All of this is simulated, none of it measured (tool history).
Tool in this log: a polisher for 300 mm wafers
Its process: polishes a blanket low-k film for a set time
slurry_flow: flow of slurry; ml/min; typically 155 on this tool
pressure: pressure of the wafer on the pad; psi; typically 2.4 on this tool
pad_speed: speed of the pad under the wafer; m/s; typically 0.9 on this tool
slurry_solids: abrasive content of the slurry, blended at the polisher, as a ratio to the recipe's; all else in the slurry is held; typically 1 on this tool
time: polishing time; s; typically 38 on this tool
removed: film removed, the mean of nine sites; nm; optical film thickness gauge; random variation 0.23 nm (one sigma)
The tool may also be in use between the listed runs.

run     day  slurry_flow  pressure  pad_speed  slurry_solids  time  wafers since the last listed run  wafers polished on this pad  hours since the slurry nozzle was cleaned  hours since the head pressure was calibrated  hours since the slurry blender was calibrated  hours since the conditioning disc was replaced  incoming thickness of the incoming film, nm  removed
  1       0          155       2.4        0.9              1    38                                 0                         2671                                      317.6                                         668.4                                           38.1                                           441.2                                        390.8     14.8
      0.804  -- worn pad replaced by a new one
      1.942  -- conditioning disc replaced and pad reconditioned
  2   3.192          155       2.4        0.9              1    38                               596                          466                                      394.2                                           745                                          114.7                                              30                                        387.9       16
  3   6.138          155       2.4        0.9              1    38                               597                         1063                                      464.9                                         815.7                                          185.4                                           100.7                                        391.1     15.6
  4   9.175          170         2        0.9              1    38                               615                         1679                                      537.8                                         888.6                                          258.3                                           173.6                                        393.9     12.5
      9.712  -- slurry blender recalibrated
  5  10.888          170         2        0.9              1    38                               330                         2009                                      578.9                                         929.7                                           28.2                                           214.7                                        384.2     13.2
     12.258  -- worn pad replaced by a new one
  6  12.854          170         2        0.9              1    38                               364                          121                                      626.1                                         976.9                                           75.4                                           261.9                                        391.3     13.3
  7  17.867          155       2.4        0.9              1    38                              1016                         1137                                      746.4                                        1097.2                                          195.7                                           382.2                                        384.5     14.6
     19.646  -- slurry nozzle cleaned
  8  20.446          155       2.4        0.9              1    38                               514                         1651                                       19.2                                        1159.1                                          257.6                                           444.1                                        397.1     14.2
     20.733  -- slurry blender recalibrated
     23.112  -- head pressure recalibrated
     23.129  -- conditioning disc replaced and pad reconditioned
     25.562  -- worn pad replaced by a new one
  9  28.642          155       2.4        0.9              1    38                              1590                          623                                      215.9                                         132.7                                          189.8                                           132.3                                        384.8     15.4
 10  32.058          155       2.4          1              1    28                               692                         1316                                      297.9                                         214.7                                          271.8                                           214.3                                          390     11.7
     32.967  -- slurry blender recalibrated
 11  34.858          155       2.4        0.9              1    48                               550                         1867                                      365.1                                         281.9                                           45.4                                           281.5                                          385     19.4
     36.679  -- worn pad replaced by a new one
 12  38.529          155       2.4        0.9              1    38                               710                          374                                      453.2                                           370                                          133.5                                           369.6                                        385.1     15.3
 13  41.762          155       2.4        0.8            0.7    38                               655                         1030                                      530.8                                         447.6                                          211.1                                           447.2                                        389.8     10.5
     41.983  -- conditioning disc replaced and pad reconditioned
 14  44.362          135       1.9        0.9              1    38                               510                         1540                                      593.2                                           510                                          273.5                                            57.1                                        398.2     11.9
     46.004  -- slurry blender recalibrated
     47.825  -- worn pad replaced by a new one
 15  48.617          155       2.4       1.16              1    38                               811                          160                                      695.3                                         612.1                                           62.7                                           159.2                                        387.3     19.4
 16  52.038          155       2.8       1.18            0.9    31                               693                          853                                      777.4                                         694.2                                          144.8                                           241.3                                        390.7     16.6
     54.017  -- slurry nozzle cleaned
 17  56.483          185       2.4        0.9            0.8    38                               892                         1746                                       59.2                                         800.9                                          251.5                                             348                                        394.2     12.9
     56.775  -- slurry blender recalibrated
 18  58.929          155       2.4        0.9              1    38                               478                         2225                                      117.9                                         859.6                                           51.7                                           406.7                                          388       15
     61.562  -- worn pad replaced by a new one
 19  62.217          155       2.4        0.8              1    38                               632                          132                                      196.8                                         938.5                                          130.6                                           485.6                                        387.6     13.7

5 ways to go on from here, each from the tool as it stands after run 19. What would each give?
  A  62.233          155       2.4        0.9              1    38                                 3                          135                                      197.2                                         938.9                                            131                                             486                                        395.4        ?
  B  62.233          205       1.9        0.9              1    44                                 3                          135                                      197.2                                         938.9                                            131                                             486                                        395.4        ?
  C  62.233          155       1.8       1.12              1    49                                 3                          135                                      197.2                                         938.9                                            131                                             486                                        395.4        ?
  D  62.233          155       2.4        0.9            1.1    38                                 3                          135                                      197.2                                         938.9                                            131                                             486                                        395.4        ?
  E  62.233          155       2.4        0.9              1    42                                 3                          135                                      197.2                                         938.9                                            131                                             486                                        395.4        ?

run  removed
  A     14.7
  B     14.3
  C       17
  D     15.4
  E     16.2
Without the tool's unlogged condition, the same runs would have read:
run  removed
  A     17.1
  B     16.3
  C     19.7
  D       18
  E     18.9

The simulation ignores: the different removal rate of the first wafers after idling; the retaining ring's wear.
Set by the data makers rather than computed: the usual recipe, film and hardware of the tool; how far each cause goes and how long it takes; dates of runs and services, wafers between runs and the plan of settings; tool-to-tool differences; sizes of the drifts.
